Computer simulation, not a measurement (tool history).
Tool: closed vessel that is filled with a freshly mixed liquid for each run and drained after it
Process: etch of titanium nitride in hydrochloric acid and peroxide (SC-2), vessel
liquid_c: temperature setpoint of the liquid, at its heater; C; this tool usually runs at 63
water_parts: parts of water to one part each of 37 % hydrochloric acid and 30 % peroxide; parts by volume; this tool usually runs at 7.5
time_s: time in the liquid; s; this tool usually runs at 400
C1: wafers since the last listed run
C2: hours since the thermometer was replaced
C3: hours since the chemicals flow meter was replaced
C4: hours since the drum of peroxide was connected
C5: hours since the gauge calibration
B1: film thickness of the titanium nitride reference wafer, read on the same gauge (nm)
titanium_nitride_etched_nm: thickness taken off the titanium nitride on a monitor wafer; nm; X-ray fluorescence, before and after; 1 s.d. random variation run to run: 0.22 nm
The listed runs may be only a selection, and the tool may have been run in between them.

{"run": 1, "hour": 0.0, "liquid_c": 63, "water_parts": 7.5, "time_s": 335, "C1": 0, "C2": 926.3, "C3": 1212.7, "C4": 316.6, "C5": 961.2, "B1": 60.02, "titanium_nitride_etched_nm": 27.76}
{"run": 2, "hour": 88.6, "liquid_c": 63, "water_parts": 7.5, "time_s": 335, "C1": 5732, "C2": 1014.9, "C3": 1301.3, "C4": 405.2, "C5": 1049.8, "B1": 60.01, "titanium_nitride_etched_nm": 28.08}
{"run": 3, "hour": 149.0, "liquid_c": 63, "water_parts": 7.5, "time_s": 400, "C1": 3908, "C2": 1075.3, "C3": 1361.7, "C4": 465.6, "C5": 1110.2, "B1": 59.98, "titanium_nitride_etched_nm": 32.91}
{"run": 4, "hour": 241.9, "liquid_c": 63, "water_parts": 7.5, "time_s": 400, "C1": 6011, "C2": 1168.2, "C3": 1454.6, "C4": 558.5, "C5": 1203.1, "B1": 60.02, "titanium_nitride_etched_nm": 33}
{"run": 5, "hour": 340.5, "liquid_c": 69, "water_parts": 7.5, "time_s": 400, "C1": 6379, "C2": 1266.8, "C3": 1553.2, "C4": 657.1, "C5": 1301.7, "B1": 60.06, "titanium_nitride_etched_nm": 47.66}
{"run": 6, "hour": 383.9, "liquid_c": 63, "water_parts": 7.5, "time_s": 400, "C1": 2808, "C2": 1310.2, "C3": 1596.6, "C4": 700.5, "C5": 1345.1, "B1": 60, "titanium_nitride_etched_nm": 33}
{"run": 7, "hour": 445.9, "liquid_c": 63, "water_parts": 7.5, "time_s": 400, "C1": 4011, "C2": 1372.2, "C3": 1658.6, "C4": 762.5, "C5": 1407.1, "B1": 59.95, "titanium_nitride_etched_nm": 32.66}
{"run": 8, "hour": 538.3, "liquid_c": 63, "water_parts": 5.5, "time_s": 295, "C1": 5978, "C2": 1464.6, "C3": 1751, "C4": 854.9, "C5": 1499.5, "B1": 59.99, "titanium_nitride_etched_nm": 30.54}
{"run": 9, "hour": 610.3, "liquid_c": 63, "water_parts": 5.5, "time_s": 295, "C1": 4658, "C2": 1536.6, "C3": 1823, "C4": 926.9, "C5": 1571.5, "B1": 60, "titanium_nitride_etched_nm": 30.41}
{"hour": 771.2, "done": "new drum of peroxide connected"}
{"run": 10, "hour": 854.0, "liquid_c": 63, "water_parts": 7.5, "time_s": 400, "C1": 15703, "C2": 1780.3, "C3": 2066.7, "C4": 82.8, "C5": 1815.2, "B1": 59.94, "titanium_nitride_etched_nm": 30.96}
{"run": 11, "hour": 896.8, "liquid_c": 63, "water_parts": 7.5, "time_s": 400, "C1": 2769, "C2": 1823.1, "C3": 2109.5, "C4": 125.6, "C5": 1858, "B1": 59.96, "titanium_nitride_etched_nm": 30.75}
{"run": 12, "hour": 937.1, "liquid_c": 63, "water_parts": 7.5, "time_s": 400, "C1": 2607, "C2": 1863.4, "C3": 2149.8, "C4": 165.9, "C5": 1898.3, "B1": 60.01, "titanium_nitride_etched_nm": 30.84}
{"hour": 943.3, "done": "thermometer replaced"}
{"run": 13, "hour": 1016.2, "liquid_c": 57.5, "water_parts": 7.5, "time_s": 400, "C1": 5053, "C2": 72.9, "C3": 2228.9, "C4": 245, "C5": 1977.4, "B1": 60, "titanium_nitride_etched_nm": 21.79}
{"hour": 1065.8, "done": "new drum of peroxide connected, repeated, since the last time left the tool worse"}
{"run": 14, "hour": 1117.6, "liquid_c": 63, "water_parts": 7.5, "time_s": 400, "C1": 6496, "C2": 174.3, "C3": 2330.3, "C4": 51.8, "C5": 2078.8, "B1": 60.02, "titanium_nitride_etched_nm": 33.71}
{"hour": 1194.7, "done": "gauge calibrated"}
{"run": 15, "hour": 1201.1, "liquid_c": 70.5, "water_parts": 11.5, "time_s": 535, "C1": 5402, "C2": 257.8, "C3": 2413.8, "C4": 135.3, "C5": 6.4, "B1": 59.99, "titanium_nitride_etched_nm": 49.29}
{"hour": 1207.8, "done": "chemicals flow meter replaced"}
{"run": 16, "hour": 1294.1, "liquid_c": 55, "water_parts": 7.5, "time_s": 325, "C1": 5952, "C2": 350.8, "C3": 86.3, "C4": 228.3, "C5": 99.4, "B1": 60, "titanium_nitride_etched_nm": 16.36}
{"run": 17, "hour": 1352.5, "liquid_c": 72, "water_parts": 10, "time_s": 470, "C1": 3778, "C2": 409.2, "C3": 144.7, "C4": 286.7, "C5": 157.8, "B1": 59.99, "titanium_nitride_etched_nm": 53.34}
{"run": 18, "hour": 1402.5, "liquid_c": 63, "water_parts": 7.5, "time_s": 400, "C1": 3235, "C2": 459.2, "C3": 194.7, "C4": 336.7, "C5": 207.8, "B1": 60.01, "titanium_nitride_etched_nm": 33.42}
{"run": 19, "hour": 1490.9, "liquid_c": 63, "water_parts": 7.5, "time_s": 400, "C1": 5719, "C2": 547.6, "C3": 283.1, "C4": 425.1, "C5": 296.2, "B1": 60.01, "titanium_nitride_etched_nm": 33.18}
{"run": 20, "hour": 1582.6, "liquid_c": 65.5, "water_parts": 4, "time_s": 485, "C1": 5933, "C2": 639.3, "C3": 374.8, "C4": 516.8, "C5": 387.9, "B1": 60.04, "titanium_nitride_etched_nm": 73.84}
{"run": 21, "hour": 1626.6, "liquid_c": 71.5, "water_parts": 6.5, "time_s": 580, "C1": 2846, "C2": 683.3, "C3": 418.8, "C4": 560.8, "C5": 431.9, "B1": 59.99, "titanium_nitride_etched_nm": 89.01}
{"run": 22, "hour": 1692.6, "liquid_c": 69, "water_parts": 4, "time_s": 570, "C1": 4270, "C2": 749.3, "C3": 484.8, "C4": 626.8, "C5": 497.9, "B1": 60.01, "titanium_nitride_etched_nm": 106.12}
{"run": 23, "hour": 1768.8, "liquid_c": 58.5, "water_parts": 9.5, "time_s": 335, "C1": 4930, "C2": 825.5, "C3": 561, "C4": 703, "C5": 574.1, "B1": 60.01, "titanium_nitride_etched_nm": 17.09}
{"run": 24, "hour": 1873.0, "liquid_c": 63, "water_parts": 7.5, "time_s": 285, "C1": 6742, "C2": 929.7, "C3": 665.2, "C4": 807.2, "C5": 678.3, "B1": 60.02, "titanium_nitride_etched_nm": 23.14}
{"run": 25, "hour": 1916.6, "liquid_c": 63, "water_parts": 7.5, "time_s": 400, "C1": 2821, "C2": 973.3, "C3": 708.8, "C4": 850.8, "C5": 721.9, "B1": 60.04, "titanium_nitride_etched_nm": 32.6}
{"run": 26, "hour": 1996.3, "liquid_c": 63, "water_parts": 7.5, "time_s": 400, "C1": 5156, "C2": 1053, "C3": 788.5, "C4": 930.5, "C5": 801.6, "B1": 59.98, "titanium_nitride_etched_nm": 32.28}
{"hour": 2031.6, "done": "new drum of peroxide connected"}
{"run": 27, "hour": 2070.4, "liquid_c": 63, "water_parts": 7.5, "time_s": 400, "C1": 4729, "C2": 1127.1, "C3": 862.6, "C4": 38.8, "C5": 875.7, "B1": 60, "titanium_nitride_etched_nm": 33.63}
{"run": 28, "hour": 2134.6, "liquid_c": 70.5, "water_parts": 5, "time_s": 295, "C1": 4154, "C2": 1191.3, "C3": 926.8, "C4": 103, "C5": 939.9, "B1": 60.01, "titanium_nitride_etched_nm": 53.01}
{"run": 29, "hour": 2205.3, "liquid_c": 59, "water_parts": 7.5, "time_s": 400, "C1": 4574, "C2": 1262, "C3": 997.5, "C4": 173.7, "C5": 1010.6, "B1": 60.02, "titanium_nitride_etched_nm": 26.28}

Branching from run 29: 4 alternative next runs. What would each branch give?
{"run": "A", "hour": 2206.1, "liquid_c": 57, "water_parts": 7.5, "time_s": 400, "C1": 51, "C2": 1262.8, "C3": 998.3, "C4": 174.5, "C5": 1011.4, "B1": "?", "titanium_nitride_etched_nm": "?"}
{"run": "B", "hour": 2206.1, "liquid_c": 63, "water_parts": 7.5, "time_s": 520, "C1": 51, "C2": 1262.8, "C3": 998.3, "C4": 174.5, "C5": 1011.4, "B1": "?", "titanium_nitride_etched_nm": "?"}
{"run": "C", "hour": 2206.1, "liquid_c": 70.5, "water_parts": 7.5, "time_s": 160, "C1": 51, "C2": 1262.8, "C3": 998.3, "C4": 174.5, "C5": 1011.4, "B1": "?", "titanium_nitride_etched_nm": "?"}
{"run": "D", "hour": 2206.1, "liquid_c": 57.5, "water_parts": 9, "time_s": 400, "C1": 51, "C2": 1262.8, "C3": 998.3, "C4": 174.5, "C5": 1011.4, "B1": "?", "titanium_nitride_etched_nm": "?"}

run=A B1=59.99 titanium_nitride_etched_nm=23.07
run=B B1=59.99 titanium_nitride_etched_nm=43.7
run=C B1=59.99 titanium_nitride_etched_nm=21.13
run=D B1=59.99 titanium_nitride_etched_nm=20.57
Stripped of hidden state, with their random variation kept, the same runs would have yielded:
run=A titanium_nitride_etched_nm=23.27
run=B titanium_nitride_etched_nm=44.07
run=C titanium_nitride_etched_nm=21.31
run=D titanium_nitride_etched_nm=20.74
